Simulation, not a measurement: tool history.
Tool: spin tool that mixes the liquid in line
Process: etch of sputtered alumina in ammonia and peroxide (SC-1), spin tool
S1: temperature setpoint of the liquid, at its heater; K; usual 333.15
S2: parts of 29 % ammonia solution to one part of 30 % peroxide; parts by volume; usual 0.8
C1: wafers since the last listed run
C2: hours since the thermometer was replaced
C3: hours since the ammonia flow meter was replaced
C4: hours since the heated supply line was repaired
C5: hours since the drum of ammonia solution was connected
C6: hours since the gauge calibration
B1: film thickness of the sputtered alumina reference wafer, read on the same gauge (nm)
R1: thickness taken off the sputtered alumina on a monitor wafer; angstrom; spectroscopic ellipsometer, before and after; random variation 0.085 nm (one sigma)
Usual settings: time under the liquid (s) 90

Run 1, hour 0: usual settings but S2 1 parts by volume; C1 0; C2 11.9; C3 169.1; C4 2838.5; C5 104.4; C6 1808.4; B1 120. Result: R1 78.1 angstrom.
Run 2, hour 84.8: usual settings; C1 862; C2 96.7; C3 253.9; C4 2923.3; C5 189.2; C6 1893.2; B1 119.99. Result: R1 75.4 angstrom.
Run 3, hour 167.2: usual settings; C1 838; C2 179.1; C3 336.3; C4 3005.7; C5 271.6; C6 1975.6; B1 120.01. Result: R1 76.7 angstrom.
At hour 244.9: heated supply line repaired.
Run 4, hour 255.7: usual settings; C1 890; C2 267.6; C3 424.8; C4 10.8; C5 360.1; C6 2064.1; B1 119.99. Result: R1 94.4 angstrom.
Run 5, hour 313.3: usual settings; C1 585; C2 325.2; C3 482.4; C4 68.4; C5 417.7; C6 2121.7; B1 119.99. Result: R1 93.2 angstrom.
Run 6, hour 370: usual settings; C1 576; C2 381.9; C3 539.1; C4 125.1; C5 474.4; C6 2178.4; B1 120.01. Result: R1 91.7 angstrom.
At hour 371.4: gauge calibrated.
At hour 386.5: new drum of ammonia solution connected.
Run 7, hour 416.6: usual settings; C1 463; C2 428.5; C3 585.7; C4 171.7; C5 30.1; C6 45.2; B1 120.01. Result: R1 90.9 angstrom.
Run 8, hour 491.1: usual settings; C1 757; C2 503; C3 660.2; C4 246.2; C5 104.6; C6 119.7; B1 120.01. Result: R1 90.6 angstrom.
Run 9, hour 536.3: usual settings; C1 459; C2 548.2; C3 705.4; C4 291.4; C5 149.8; C6 164.9; B1 119.99. Result: R1 91.1 angstrom.
Run 10, hour 587: usual settings; C1 515; C2 598.9; C3 756.1; C4 342.1; C5 200.5; C6 215.6; B1 120.01. Result: R1 91.5 angstrom.
Run 11, hour 665.9: usual settings; C1 802; C2 677.8; C3 835; C4 421; C5 279.4; C6 294.5; B1 120.02. Result: R1 90.6 angstrom.
Run 12, hour 715.7: usual settings but S2 0.55 parts by volume; C1 506; C2 727.6; C3 884.8; C4 470.8; C5 329.2; C6 344.3; B1 119.98. Result: R1 87.6 angstrom.

Forecast run 13:
Run 13, hour 771.2: usual settings but S1 341.15 K; C1 564; C2 783.1; C3 940.3; C4 526.3; C5 384.7; C6 399.8; B1 ?. Result: R1 ?.

Run 13 gave B1 120, R1 134.7 angstrom.
Without the tool's hidden state the same run would have given R1 143.4 angstrom.
